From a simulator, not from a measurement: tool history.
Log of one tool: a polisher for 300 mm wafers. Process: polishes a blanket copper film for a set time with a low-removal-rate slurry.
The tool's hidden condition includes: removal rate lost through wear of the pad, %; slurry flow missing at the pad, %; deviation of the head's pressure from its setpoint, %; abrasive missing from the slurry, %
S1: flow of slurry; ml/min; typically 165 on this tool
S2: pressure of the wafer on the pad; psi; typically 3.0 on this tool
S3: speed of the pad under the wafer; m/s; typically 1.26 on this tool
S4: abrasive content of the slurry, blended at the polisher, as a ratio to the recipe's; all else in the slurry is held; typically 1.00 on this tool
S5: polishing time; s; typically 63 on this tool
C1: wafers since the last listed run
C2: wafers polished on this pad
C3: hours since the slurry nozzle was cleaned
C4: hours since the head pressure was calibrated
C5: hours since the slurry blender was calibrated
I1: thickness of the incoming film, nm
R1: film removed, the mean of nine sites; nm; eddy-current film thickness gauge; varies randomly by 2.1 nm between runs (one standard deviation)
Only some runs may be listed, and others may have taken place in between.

| run | hour | S1 | S2 | S3 | S4 | S5 | C1 | C2 | C3 | C4 | C5 | I1 | R1 |
|---|---|---|---|---|---|---|---|---|---|---|---|---|---|
| 1 | 0.0 | 165 | 3.0 | 0.92 | 1.00 | 63 | 0 | 159 | 802.5 | 502.5 | 162.9 | 1149.6 | 155.3 |
| 2 | 11.2 | 165 | 3.0 | 0.92 | 1.00 | 63 | 87 | 246 | 813.7 | 513.7 | 174.1 | 1135.7 | 153.6 |
| 3 | 19.3 | 165 | 3.0 | 1.26 | 1.00 | 68 | 62 | 309 | 821.8 | 521.8 | 182.2 | 1164.7 | 203.7 |
| 4 | 28.6 | 165 | 3.0 | 1.26 | 1.00 | 68 | 72 | 381 | 831.1 | 531.1 | 191.5 | 1122.3 | 205.5 |
| 5 | 41.0 | 165 | 3.0 | 1.26 | 1.00 | 63 | 96 | 478 | 843.5 | 543.5 | 203.9 | 1141.0 | 188.3 |
| 6 | 49.1 | 165 | 3.0 | 1.26 | 1.00 | 63 | 62 | 541 | 851.6 | 551.6 | 212.0 | 1146.5 | 184.2 |
|  | 74.0 | slurry nozzle cleaned |
| 7 | 100.4 | 165 | 3.0 | 1.26 | 1.00 | 63 | 390 | 931 | 26.4 | 602.9 | 263.3 | 1141.3 | 180.5 |
|  | 112.0 | worn pad replaced by a new one |
| 8 | 113.1 | 165 | 3.4 | 1.26 | 0.85 | 79 | 67 | 8 | 39.1 | 615.6 | 276.0 | 1163.5 | 247.7 |
| 9 | 130.2 | 125 | 3.0 | 1.26 | 0.80 | 63 | 132 | 141 | 56.2 | 632.7 | 293.1 | 1148.0 | 161.9 |
|  | 133.8 | head pressure recalibrated |
| 10 | 140.9 | 165 | 2.5 | 1.26 | 1.00 | 63 | 67 | 209 | 66.9 | 7.1 | 303.8 | 1159.6 | 150.5 |
| 11 | 150.0 | 165 | 3.0 | 0.92 | 1.00 | 63 | 70 | 280 | 76.0 | 16.2 | 312.9 | 1142.5 | 146.1 |
|  | 162.9 | slurry blender recalibrated |
| 12 | 171.1 | 165 | 3.0 | 1.26 | 1.00 | 74 | 148 | 428 | 97.1 | 37.3 | 8.2 | 1160.0 | 238.9 |
| 13 | 180.6 | 165 | 3.4 | 1.26 | 0.85 | 79 | 73 | 502 | 106.6 | 46.8 | 17.7 | 1147.6 | 279.2 |
| 14 | 197.1 | 110 | 3.0 | 1.00 | 1.00 | 82 | 128 | 630 | 123.1 | 63.3 | 34.2 | 1143.1 | 219.1 |
| 15 | 208.0 | 165 | 3.0 | 1.08 | 0.90 | 63 | 84 | 715 | 134.0 | 74.2 | 45.1 | 1152.6 | 175.4 |

The logged runs with the hidden state left out (each run's random variation unchanged):
| run | R1 |
|---|---|
| 1 | 167.2 |
| 2 | 166.1 |
| 3 | 220.9 |
| 4 | 223.8 |
| 5 | 206.1 |
| 6 | 202.3 |
| 7 | 202.9 |
| 8 | 279.0 |
| 9 | 183.6 |
| 10 | 172.6 |
| 11 | 168.3 |
| 12 | 240.5 |
| 13 | 281.8 |
| 14 | 222.3 |
| 15 | 178.5 |
